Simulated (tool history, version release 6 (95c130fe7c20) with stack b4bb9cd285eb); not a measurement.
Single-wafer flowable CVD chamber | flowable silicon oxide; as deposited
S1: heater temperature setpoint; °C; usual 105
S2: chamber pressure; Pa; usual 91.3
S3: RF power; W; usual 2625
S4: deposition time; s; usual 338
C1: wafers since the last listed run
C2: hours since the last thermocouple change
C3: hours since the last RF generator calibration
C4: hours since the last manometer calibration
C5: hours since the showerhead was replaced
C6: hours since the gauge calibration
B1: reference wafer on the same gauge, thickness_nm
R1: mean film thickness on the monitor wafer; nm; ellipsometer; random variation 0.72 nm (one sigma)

run   hour   S1     S2    S3   S4   C1      C2      C3      C4      C5     C6       B1       R1
  1    0.0  111   91.3  2625  338    0  1928.0  1094.3  1390.3  3070.0  209.4  139.883  108.315
  2   36.0  105   91.3  2625  338  243  1964.0  1130.3  1426.3  3106.0  245.4  139.736  130.150
  3   53.9  105   91.3  2625  338  120  1981.9  1148.2  1444.2  3123.9  263.3  140.001  129.949
  4   79.1  105   91.3  2625  338  170  2007.1  1173.4  1469.4  3149.1  288.5  140.040  129.225
  5  108.9  105   91.3  2625  338  201  2036.9  1203.2  1499.2  3178.9  318.3  140.257  129.599
  6  159.7  105   91.3  2625  338  343  2087.7  1254.0  1550.0  3229.7  369.1  140.253  129.813
  7  183.9  105   91.3  2625  338  163  2111.9  1278.2  1574.2  3253.9  393.3  140.207  129.618
  8  203.4  105   91.3  2625  338  131  2131.4  1297.7  1593.7  3273.4  412.8  140.197  129.417
  9  231.3  105   91.3  2625  338  188  2159.3  1325.6  1621.6  3301.3  440.7  139.777  129.357
 10  257.1  105   91.3  2325  338  174  2185.1  1351.4  1647.4  3327.1  466.5  139.878  124.736
     286.2  -- thermocouple changed; heater temperature recalibrated
 11  290.8  105   91.3  2325  338  173     4.6  1385.1  1681.1  3360.8  500.2  140.101  125.866
 12  352.0  105   91.3  2325  338  413    65.8  1446.3  1742.3  3422.0  561.4  139.855  124.533
 13  381.5  105   91.3  2625  338  199    95.3  1475.8  1771.8  3451.5  590.9  139.914  128.567
 14  399.9   99   68.5  2380  313  124   113.7  1494.2  1790.2  3469.9  609.3  139.908  104.773
 15  412.8  115   91.3  2625  403   87   126.6  1507.1  1803.1  3482.8  622.2  140.313  113.474
 16  432.0  105  110.4  2495  338  129   145.8  1526.3  1822.3  3502.0  641.4  139.792  152.373
 17  451.9  111   91.3  2625  338  134   165.7  1546.2  1842.2  3521.9  661.3  139.764  107.179
     507.4  -- gauge calibrated
     509.5  -- capacitance manometer re-zeroed and calibrated
     524.6  -- RF generator calibrated
 18  528.0  105   80.7  2625  388  406   241.8     3.4    18.5  3598.0   20.6  139.797  152.654
     539.6  -- showerhead replaced
 19  559.1  105  113.1  2400  338  156   272.9    34.5    49.6    19.5   51.7  139.965  183.240
 20  592.3  105  108.5  2230  374  224   306.1    67.7    82.8    52.7   84.9  140.154  190.730
     617.6  -- capacitance manometer re-zeroed and calibrated, repeated, since the last time left the tool worse
 21  618.1   94   91.3  2625  388  120   331.9    93.5     0.5    78.5  110.7  140.002  216.277
 22  636.7  117   78.7  2355  395  125   350.5   112.1    19.1    97.1  129.3  139.901   94.967
 23  660.8  105   91.3  2625  338  162   374.6   136.2    43.2   121.2  153.4  139.827  134.967
 24  682.1  105  102.0  2625  282  143   395.9   157.5    64.5   142.5  174.7  140.459  126.141
 25  694.9  105   73.2  2625  338   86   408.7   170.3    77.3   155.3  187.5  139.767  108.794
 26  713.1   94   78.7  2625  338  122   426.9   188.5    95.5   173.5  205.7  139.751  160.497
 27  735.1  105   91.3  2625  338  148   448.9   210.5   117.5   195.5  227.7  139.786  134.584
 28  764.6  105   91.3  2625  338  199   478.4   240.0   147.0   225.0  257.2  139.840  134.075
 29  782.9  105   91.3  2625  338  123   496.7   258.3   165.3   243.3  275.5  139.741  134.076

3 ways to go on from here, each from the tool as it stands after run 29. What would each give?
  A  783.4  105  91.3  2625  338   3  497.2  258.8  165.8  243.8  276.0   ?   ?
  B  783.4  119  79.9  2625  362   3  497.2  258.8  165.8  243.8  276.0   ?   ?
  C  783.4   96  91.3  2210  338   3  497.2  258.8  165.8  243.8  276.0   ?   ?

run       B1       R1
  A  140.166  133.113
  B  140.166   84.473
  C  140.166  167.903
Without the tool's hidden state the same runs would have given:
run       R1
  A  133.830
  B   84.929
  C  168.809
